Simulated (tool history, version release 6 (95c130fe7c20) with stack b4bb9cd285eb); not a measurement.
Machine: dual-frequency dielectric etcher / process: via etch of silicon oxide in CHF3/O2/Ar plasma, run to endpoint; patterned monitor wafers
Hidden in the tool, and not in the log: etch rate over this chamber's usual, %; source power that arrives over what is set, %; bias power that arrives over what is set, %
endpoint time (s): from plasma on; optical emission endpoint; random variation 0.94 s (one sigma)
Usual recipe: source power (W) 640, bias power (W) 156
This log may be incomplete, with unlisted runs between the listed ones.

| run | hour | source power (W) | bias power (W) | wafers since the last listed run | hours since the last wet clean | hours since the last source power generator calibration | hours since the last bias power generator calibration | hours since the last upper electrode change | incoming incoming film thickness, nm | endpoint time (s) |
|---|---|---|---|---|---|---|---|---|---|---|
| 1 | 0.0 | 640 | 156 | 0 | 227.4 | 4861.9 | 2236.1 | 4615.9 | 478.0 | 249.6 |
| 2 | 12.8 | 640 | 156 | 54 | 240.2 | 4874.7 | 2248.9 | 4628.7 | 478.2 | 248.8 |
| 3 | 23.0 | 640 | 145 | 43 | 250.4 | 4884.9 | 2259.1 | 4638.9 | 478.8 | 256.5 |
| 4 | 40.2 | 640 | 145 | 73 | 267.6 | 4902.1 | 2276.3 | 4656.1 | 475.3 | 254.4 |
| 5 | 50.7 | 580 | 156 | 44 | 278.1 | 4912.6 | 2286.8 | 4666.6 | 475.4 | 265.4 |
| 6 | 59.7 | 580 | 156 | 38 | 287.1 | 4921.6 | 2295.8 | 4675.6 | 477.1 | 266.0 |
| 7 | 76.4 | 580 | 156 | 71 | 303.8 | 4938.3 | 2312.5 | 4692.3 | 478.1 | 267.6 |
|  | 136.6 | upper electrode replaced |
| 8 | 137.1 | 640 | 130 | 156 | 364.5 | 4999.0 | 2373.2 | 0.5 | 477.9 | 267.3 |
| 9 | 138.8 | 640 | 130 | 7 | 366.2 | 5000.7 | 2374.9 | 2.2 | 478.7 | 268.0 |
| 10 | 145.2 | 640 | 130 | 27 | 372.6 | 5007.1 | 2381.3 | 8.6 | 476.7 | 265.7 |
| 11 | 153.5 | 640 | 156 | 35 | 380.9 | 5015.4 | 2389.6 | 16.9 | 476.7 | 251.9 |
| 12 | 167.6 | 640 | 156 | 60 | 395.0 | 5029.5 | 2403.7 | 31.0 | 481.2 | 254.7 |
| 13 | 184.6 | 640 | 156 | 72 | 412.0 | 5046.5 | 2420.7 | 48.0 | 480.3 | 254.8 |
|  | 217.0 | wet clean of the chamber |
| 14 | 236.5 | 640 | 178 | 118 | 19.5 | 5098.4 | 2472.6 | 99.9 | 478.2 | 235.5 |
| 15 | 251.9 | 640 | 156 | 65 | 34.9 | 5113.8 | 2488.0 | 115.3 | 481.5 | 248.5 |
| 16 | 262.6 | 690 | 193 | 45 | 45.6 | 5124.5 | 2498.7 | 126.0 | 479.4 | 219.9 |
| 17 | 278.8 | 640 | 156 | 68 | 61.8 | 5140.7 | 2514.9 | 142.2 | 483.4 | 248.5 |
| 18 | 294.3 | 640 | 130 | 65 | 77.3 | 5156.2 | 2530.4 | 157.7 | 482.1 | 261.6 |

Run 19 is up next; what results do you expect?
| 19 | 302.0 | 640 | 156 | 32 | 85.0 | 5163.9 | 2538.1 | 165.4 | 474.8 | ? |

Run 19 yielded endpoint time (s) 243.7.
The same run, on a tool lacking any hidden state, would have yielded endpoint time (s) 242.0.
